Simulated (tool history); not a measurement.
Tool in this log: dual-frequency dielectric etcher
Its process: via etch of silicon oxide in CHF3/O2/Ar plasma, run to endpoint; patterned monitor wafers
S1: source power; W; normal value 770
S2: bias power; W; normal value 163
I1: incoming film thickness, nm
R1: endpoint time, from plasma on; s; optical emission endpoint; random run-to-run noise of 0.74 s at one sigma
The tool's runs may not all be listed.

run 1 hour=0.0 | S1=770 S2=163 | I1=483.3 | R1=231.5
run 2 hour=9.2 | S1=770 S2=163 | I1=476.8 | R1=229.2
run 3 hour=26.7 | S1=770 S2=145 | I1=478.3 | R1=237.4
run 4 hour=32.9 | S1=770 S2=145 | I1=480.2 | R1=238.4
run 5 hour=43.2 | S1=870 S2=163 | I1=477.7 | R1=221.8
run 6 hour=51.5 | S1=770 S2=163 | I1=482.4 | R1=231.8
run 7 hour=64.8 | S1=770 S2=163 | I1=476.5 | R1=228.2
run 8 hour=71.0 | S1=770 S2=163 | I1=479.8 | R1=228.8
run 9 hour=81.1 | S1=770 S2=163 | I1=480.9 | R1=230.1
-- hour=122.4 wet clean of the chamber
run 10 hour=122.9 | S1=770 S2=163 | I1=479.9 | R1=224.0
run 11 hour=123.3 | S1=770 S2=163 | I1=476.7 | R1=221.2
run 12 hour=123.7 | S1=890 S2=138 | I1=482.0 | R1=225.6
run 13 hour=128.1 | S1=890 S2=138 | I1=479.5 | R1=222.9
run 14 hour=145.8 | S1=600 S2=142 | I1=481.5 | R1=246.5
-- hour=205.0 wet clean of the chamber, repeated, since the last time left the tool worse
-- hour=205.0 bias power generator calibrated
run 15 hour=205.5 | S1=770 S2=163 | I1=477.3 | R1=236.0
run 16 hour=205.9 | S1=590 S2=149 | I1=477.4 | R1=260.6
run 17 hour=209.6 | S1=660 S2=138 | I1=480.1 | R1=259.8
-- hour=220.8 source power generator calibrated
-- hour=235.4 upper electrode replaced
run 18 hour=235.9 | S1=640 S2=132 | I1=479.4 | R1=265.3
run 19 hour=236.3 | S1=620 S2=185 | I1=482.2 | R1=242.1
run 20 hour=244.4 | S1=690 S2=179 | I1=483.3 | R1=240.4
run 21 hour=251.8 | S1=770 S2=192 | I1=475.1 | R1=223.8
run 22 hour=268.8 | S1=770 S2=163 | I1=476.0 | R1=235.6
run 23 hour=284.6 | S1=600 S2=131 | I1=479.3 | R1=267.5
run 24 hour=300.4 | S1=930 S2=196 | I1=481.2 | R1=212.7
run 25 hour=316.7 | S1=670 S2=130 | I1=476.7 | R1=260.0
run 26 hour=330.3 | S1=870 S2=180 | I1=483.5 | R1=224.4

Consider 4 possible next runs. They are alternatives, not a sequence: every one starts from the tool as it was left by run 26. What does each give?
run A hour=330.8 | S1=940 S2=163 | I1=478.0 | R1=?
run B hour=330.8 | S1=880 S2=193 | I1=478.0 | R1=?
run C hour=330.8 | S1=770 S2=146 | I1=478.0 | R1=?
run D hour=330.8 | S1=880 S2=129 | I1=478.0 | R1=?

run=A R1=223.1
run=B R1=216.0
run=C R1=243.5
run=D R1=243.0
The same runs, with their run-to-run variation unchanged, on a tool lacking any hidden condition would have given:
run=A R1=223.9
run=B R1=216.7
run=C R1=244.3
run=D R1=243.8
